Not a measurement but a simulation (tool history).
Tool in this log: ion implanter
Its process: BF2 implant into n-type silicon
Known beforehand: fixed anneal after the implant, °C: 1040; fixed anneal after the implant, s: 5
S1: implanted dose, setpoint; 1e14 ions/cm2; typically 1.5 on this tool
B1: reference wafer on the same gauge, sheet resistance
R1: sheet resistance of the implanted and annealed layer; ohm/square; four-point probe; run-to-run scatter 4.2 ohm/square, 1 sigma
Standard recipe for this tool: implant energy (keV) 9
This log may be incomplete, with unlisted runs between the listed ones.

run 1 hour=0 | S1=1.5 implant_energy_(keV)=9 | B1=850.48 | R1=845.36
run 2 hour=47.2 | S1=1.5 implant_energy_(keV)=9 | B1=849.96 | R1=846.81
run 3 hour=129.5 | S1=1.5 implant_energy_(keV)=9 | B1=851.42 | R1=848.68
run 4 hour=200.5 | S1=1.73 implant_energy_(keV)=9 | B1=849.78 | R1=757.03
-- hour=260 Faraday cup replaced and dose calibrated
run 5 hour=286.2 | S1=1.73 implant_energy_(keV)=9 | B1=850.73 | R1=732.05
run 6 hour=381.7 | S1=1.73 implant_energy_(keV)=9 | B1=851.05 | R1=735.8
run 7 hour=477.8 | S1=1.5 implant_energy_(keV)=9 | B1=847.89 | R1=842.49
run 8 hour=543.2 | S1=1.5 implant_energy_(keV)=9 | B1=849.49 | R1=839.79
run 9 hour=588.1 | S1=1.5 implant_energy_(keV)=9 | B1=849.14 | R1=844.51
-- hour=645.2 extraction supply calibrated
run 10 hour=667.6 | S1=1.5 implant_energy_(keV)=9 | B1=850.04 | R1=846.28
-- hour=727.6 gauge calibrated
run 11 hour=760.5 | S1=1.5 implant_energy_(keV)=11 | B1=849.45 | R1=824.99
-- hour=838.6 Faraday cup replaced and dose calibrated
run 12 hour=840.7 | S1=1.5 implant_energy_(keV)=11 | B1=850.07 | R1=811.01
run 13 hour=903.3 | S1=1.5 implant_energy_(keV)=9 | B1=850.37 | R1=827.54
run 14 hour=959.1 | S1=1.79 implant_energy_(keV)=7 | B1=849.8 | R1=743.49
run 15 hour=1010.9 | S1=1.11 implant_energy_(keV)=11 | B1=848.82 | R1=1052.71
run 16 hour=1114.7 | S1=1.78 implant_energy_(keV)=7 | B1=850.28 | R1=745.88
run 17 hour=1155.7 | S1=1.5 implant_energy_(keV)=7 | B1=849.97 | R1=872.01
run 18 hour=1221.6 | S1=1.5 implant_energy_(keV)=9 | B1=851.81 | R1=836.21
run 19 hour=1313.7 | S1=1.94 implant_energy_(keV)=10 | B1=849.73 | R1=666.96
run 20 hour=1358.3 | S1=1.37 implant_energy_(keV)=10.5 | B1=850.15 | R1=907.49
run 21 hour=1455.2 | S1=1.12 implant_energy_(keV)=6.5 | B1=850.42 | R1=1171.01
-- hour=1509.4 Faraday cup replaced and dose calibrated
run 22 hour=1533.5 | S1=1.5 implant_energy_(keV)=9 | B1=851.14 | R1=832.19
run 23 hour=1580.3 | S1=1.81 implant_energy_(keV)=9 | B1=850.01 | R1=706.27
run 24 hour=1630.4 | S1=1.24 implant_energy_(keV)=9 | B1=850.33 | R1=991.58
run 25 hour=1714.3 | S1=1.5 implant_energy_(keV)=9 | B1=851.18 | R1=839.19
run 26 hour=1768.7 | S1=1.16 implant_energy_(keV)=6.5 | B1=849.39 | R1=1097.38
run 27 hour=1854.9 | S1=1.5 implant_energy_(keV)=10 | B1=851.01 | R1=828.86
run 28 hour=1912.8 | S1=1.14 implant_energy_(keV)=9 | B1=849.33 | R1=1079.6
run 29 hour=1977.2 | S1=1.73 implant_energy_(keV)=11 | B1=849.58 | R1=731.36
run 30 hour=2033.9 | S1=1.5 implant_energy_(keV)=9 | B1=850.21 | R1=846
-- hour=2083.6 Faraday cup replaced and dose calibrated
run 31 hour=2119.7 | S1=1.19 implant_energy_(keV)=11.5 | B1=850.08 | R1=997.48
run 32 hour=2157.6 | S1=1.5 implant_energy_(keV)=9 | B1=850.7 | R1=839.98
run 33 hour=2261.4 | S1=1.91 implant_energy_(keV)=9 | B1=849.4 | R1=683.3
run 34 hour=2362.7 | S1=1.37 implant_energy_(keV)=7 | B1=849.9 | R1=948.26
run 35 hour=2406.3 | S1=1.5 implant_energy_(keV)=9 | B1=849.51 | R1=841.73
run 36 hour=2467.4 | S1=1.5 implant_energy_(keV)=9 | B1=849.73 | R1=849.63

Per-run results on a tool with no hidden state, each run keeping its own random variation:
Hidden state at play: deviation of the true dose from the Faraday cup's reading, %; deviation of the true energy from its setpoint, %; gauge reads high (%).
run=1 R1=841.21
run=2 R1=840.34
run=3 R1=837.47
run=4 R1=742.96
run=5 R1=733.72
run=6 R1=736.7
run=7 R1=841.44
run=8 R1=836.65
run=9 R1=839.59
run=10 R1=837.57
run=11 R1=811.18
run=12 R1=816
run=13 R1=832.36
run=14 R1=746.99
run=15 R1=1056.69
run=16 R1=746.12
run=17 R1=870.73
run=18 R1=832.01
run=19 R1=659.8
run=20 R1=894.39
run=21 R1=1144.95
run=22 R1=836.77
run=23 R1=709.83
run=24 R1=995.97
run=25 R1=841.17
run=26 R1=1097.85
run=27 R1=825.92
run=28 R1=1072.33
run=29 R1=723.29
run=30 R1=832.96
run=31 R1=996.59
run=32 R1=838.95
run=33 R1=681.18
run=34 R1=941.99
run=35 R1=834.37
run=36 R1=839.4

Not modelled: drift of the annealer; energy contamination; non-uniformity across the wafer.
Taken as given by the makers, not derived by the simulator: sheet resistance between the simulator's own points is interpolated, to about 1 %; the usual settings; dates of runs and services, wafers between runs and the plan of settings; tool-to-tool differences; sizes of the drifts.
